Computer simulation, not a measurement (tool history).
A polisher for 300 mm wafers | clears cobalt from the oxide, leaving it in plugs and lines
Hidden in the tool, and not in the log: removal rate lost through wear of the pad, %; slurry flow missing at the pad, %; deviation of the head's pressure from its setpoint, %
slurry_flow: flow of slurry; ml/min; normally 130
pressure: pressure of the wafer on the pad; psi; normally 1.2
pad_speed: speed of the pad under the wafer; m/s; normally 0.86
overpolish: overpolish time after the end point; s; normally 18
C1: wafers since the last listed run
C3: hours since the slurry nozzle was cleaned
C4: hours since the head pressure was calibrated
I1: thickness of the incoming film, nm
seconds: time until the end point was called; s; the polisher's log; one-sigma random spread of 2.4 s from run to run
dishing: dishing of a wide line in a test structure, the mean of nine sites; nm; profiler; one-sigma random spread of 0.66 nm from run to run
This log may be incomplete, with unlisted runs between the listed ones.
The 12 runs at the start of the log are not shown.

{"run": 13, "day": 25.392, "slurry_flow": 130, "pressure": 1.2, "pad_speed": 0.62, "overpolish": 18, "C1": 278, "wafers polished on this pad": 468, "C3": 698.0, "C4": 109.6, "I1": 265.2, "seconds": 166.4, "dishing": 21.7}
{"run": 14, "day": 26.975, "slurry_flow": 130, "pressure": 1.2, "pad_speed": 0.86, "overpolish": 18, "C1": 154, "wafers polished on this pad": 622, "C3": 736.0, "C4": 147.6, "I1": 264.9, "seconds": 119.4, "dishing": 27.3}
{"day": 27.45, "done": "slurry nozzle cleaned"}
{"run": 15, "day": 29.438, "slurry_flow": 155, "pressure": 1.0, "pad_speed": 0.7, "overpolish": 13, "C1": 236, "wafers polished on this pad": 858, "C3": 47.7, "C4": 206.7, "I1": 267.9, "seconds": 169.9, "dishing": 16.9}
{"run": 16, "day": 32.075, "slurry_flow": 110, "pressure": 1.2, "pad_speed": 0.86, "overpolish": 14, "C1": 257, "wafers polished on this pad": 1116, "C3": 111.0, "C4": 270.0, "I1": 268.6, "seconds": 126.5, "dishing": 23.2}
{"run": 17, "day": 34.612, "slurry_flow": 105, "pressure": 1.5, "pad_speed": 0.66, "overpolish": 18, "C1": 247, "wafers polished on this pad": 1363, "C3": 171.9, "C4": 330.9, "I1": 268.8, "seconds": 133.3, "dishing": 26.4}
{"run": 18, "day": 35.988, "slurry_flow": 155, "pressure": 1.4, "pad_speed": 0.96, "overpolish": 25, "C1": 134, "wafers polished on this pad": 1498, "C3": 204.9, "C4": 363.9, "I1": 266.9, "seconds": 96.6, "dishing": 37.3}
{"run": 19, "day": 37.792, "slurry_flow": 160, "pressure": 1.2, "pad_speed": 0.86, "overpolish": 18, "C1": 176, "wafers polished on this pad": 1674, "C3": 248.2, "C4": 407.2, "I1": 269.3, "seconds": 121.3, "dishing": 27.3}
{"run": 20, "day": 38.954, "slurry_flow": 130, "pressure": 0.8, "pad_speed": 0.86, "overpolish": 18, "C1": 113, "wafers polished on this pad": 1787, "C3": 276.1, "C4": 435.1, "I1": 267.1, "seconds": 174.9, "dishing": 21.2}
{"run": 21, "day": 40.079, "slurry_flow": 130, "pressure": 1.2, "pad_speed": 0.86, "overpolish": 18, "C1": 109, "wafers polished on this pad": 1897, "C3": 303.1, "C4": 462.1, "I1": 264.9, "seconds": 114.8, "dishing": 26.4}
{"day": 41.35, "done": "worn pad replaced by a new one"}
{"run": 22, "day": 45.196, "slurry_flow": 105, "pressure": 1.2, "pad_speed": 0.86, "overpolish": 18, "C1": 483, "wafers polished on this pad": 375, "C3": 425.9, "C4": 584.9, "I1": 260.4, "seconds": 118.9, "dishing": 26.5}
{"run": 23, "day": 47.571, "slurry_flow": 130, "pressure": 1.2, "pad_speed": 0.86, "overpolish": 18, "C1": 231, "wafers polished on this pad": 607, "C3": 482.9, "C4": 641.9, "I1": 268.6, "seconds": 122.9, "dishing": 26.3}
{"run": 24, "day": 50.046, "slurry_flow": 85, "pressure": 0.9, "pad_speed": 0.98, "overpolish": 18, "C1": 241, "wafers polished on this pad": 848, "C3": 542.3, "C4": 701.3, "I1": 268.0, "seconds": 141.9, "dishing": 24.5}
{"run": 25, "day": 52.321, "slurry_flow": 130, "pressure": 1.2, "pad_speed": 0.86, "overpolish": 18, "C1": 222, "wafers polished on this pad": 1070, "C3": 596.9, "C4": 755.9, "I1": 265.3, "seconds": 120.2, "dishing": 26.3}

Run 26 comes next. What will it give?
{"day": 53.462, "done": "slurry nozzle cleaned"}
{"run": 26, "day": 54.446, "slurry_flow": 130, "pressure": 1.2, "pad_speed": 0.86, "overpolish": 18, "C1": 203, "wafers polished on this pad": 1274, "C3": 23.6, "C4": 806.9, "I1": 259.6, "seconds": "?", "dishing": "?"}

{"run 26": {"seconds": 118.1, "dishing": 27.4}}
On a tool with no hidden condition, and with the same random variation, this run would have come out at seconds 118.1 s, dishing 27.4 nm.
